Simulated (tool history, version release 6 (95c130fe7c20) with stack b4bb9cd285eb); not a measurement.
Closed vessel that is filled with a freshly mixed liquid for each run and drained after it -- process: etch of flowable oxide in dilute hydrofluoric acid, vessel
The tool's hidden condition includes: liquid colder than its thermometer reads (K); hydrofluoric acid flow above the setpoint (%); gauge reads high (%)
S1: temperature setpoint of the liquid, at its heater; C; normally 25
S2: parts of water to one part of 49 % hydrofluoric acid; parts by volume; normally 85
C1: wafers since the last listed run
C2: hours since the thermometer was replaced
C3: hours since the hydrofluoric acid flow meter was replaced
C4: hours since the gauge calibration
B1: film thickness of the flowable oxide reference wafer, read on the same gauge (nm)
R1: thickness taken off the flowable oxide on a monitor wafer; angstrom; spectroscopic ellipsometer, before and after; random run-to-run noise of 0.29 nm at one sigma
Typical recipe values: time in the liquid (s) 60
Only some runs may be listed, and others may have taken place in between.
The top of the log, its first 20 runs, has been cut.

run 21 hour=1277.7 | S1=25 S2=85 time_in_the_liquid_(s)=70 | C1=10424 C2=140.4 C3=1077.9 C4=2719.8 | B1=140 | R1=369.7
run 22 hour=1315 | S1=25 S2=85 time_in_the_liquid_(s)=60 | C1=4180 C2=177.7 C3=1115.2 C4=2757.1 | B1=140 | R1=321.5
-- hour=1363.6 gauge calibrated
run 23 hour=1422 | S1=28 S2=70 time_in_the_liquid_(s)=30 | C1=11993 C2=284.7 C3=1222.2 C4=58.4 | B1=140.02 | R1=223.1
run 24 hour=1464.6 | S1=28 S2=85 time_in_the_liquid_(s)=75 | C1=4775 C2=327.3 C3=1264.8 C4=101 | B1=140.02 | R1=447.9
run 25 hour=1533.4 | S1=25 S2=50 time_in_the_liquid_(s)=60 | C1=7711 C2=396.1 C3=1333.6 C4=169.8 | B1=140.01 | R1=576.7
run 26 hour=1611.7 | S1=25 S2=85 time_in_the_liquid_(s)=60 | C1=8776 C2=474.4 C3=1411.9 C4=248.1 | B1=139.96 | R1=327.4
run 27 hour=1695.6 | S1=28.5 S2=75 time_in_the_liquid_(s)=40 | C1=9404 C2=558.3 C3=1495.8 C4=332 | B1=139.99 | R1=286.9
run 28 hour=1737.8 | S1=20.5 S2=60 time_in_the_liquid_(s)=75 | C1=4730 C2=600.5 C3=1538 C4=374.2 | B1=140 | R1=484.5
run 29 hour=1831.9 | S1=20.5 S2=55 time_in_the_liquid_(s)=60 | C1=10547 C2=694.6 C3=1632.1 C4=468.3 | B1=140.02 | R1=426.6
run 30 hour=1931.2 | S1=25 S2=125 time_in_the_liquid_(s)=60 | C1=11130 C2=793.9 C3=1731.4 C4=567.6 | B1=140.03 | R1=211.3
run 31 hour=1973 | S1=25 S2=85 time_in_the_liquid_(s)=60 | C1=4685 C2=835.7 C3=1773.2 C4=609.4 | B1=140.03 | R1=322
run 32 hour=2043.2 | S1=25 S2=85 time_in_the_liquid_(s)=40 | C1=7868 C2=905.9 C3=1843.4 C4=679.6 | B1=139.98 | R1=214
run 33 hour=2120.9 | S1=25 S2=85 time_in_the_liquid_(s)=60 | C1=8709 C2=983.6 C3=1921.1 C4=757.3 | B1=140.03 | R1=320.5
run 34 hour=2262.8 | S1=28 S2=100 time_in_the_liquid_(s)=70 | C1=15905 C2=1125.5 C3=2063 C4=899.2 | B1=140.01 | R1=353.7

3 options for the next run, each taken on its own from the tool as it stands now. Forecast them:
run A hour=2263.5 | S1=25 S2=110 time_in_the_liquid_(s)=60 | C1=78 C2=1126.2 C3=2063.7 C4=899.9 | B1=? | R1=?
run B hour=2263.5 | S1=25 S2=65 time_in_the_liquid_(s)=35 | C1=78 C2=1126.2 C3=2063.7 C4=899.9 | B1=? | R1=?
run C hour=2263.5 | S1=23 S2=60 time_in_the_liquid_(s)=60 | C1=78 C2=1126.2 C3=2063.7 C4=899.9 | B1=? | R1=?

run=A B1=139.99 R1=239.6
run=B B1=139.99 R1=250.6
run=C B1=139.99 R1=431.8
Had the tool no hidden state, the same runs would have come out as:
run=A R1=239.6
run=B R1=250.6
run=C R1=431.8
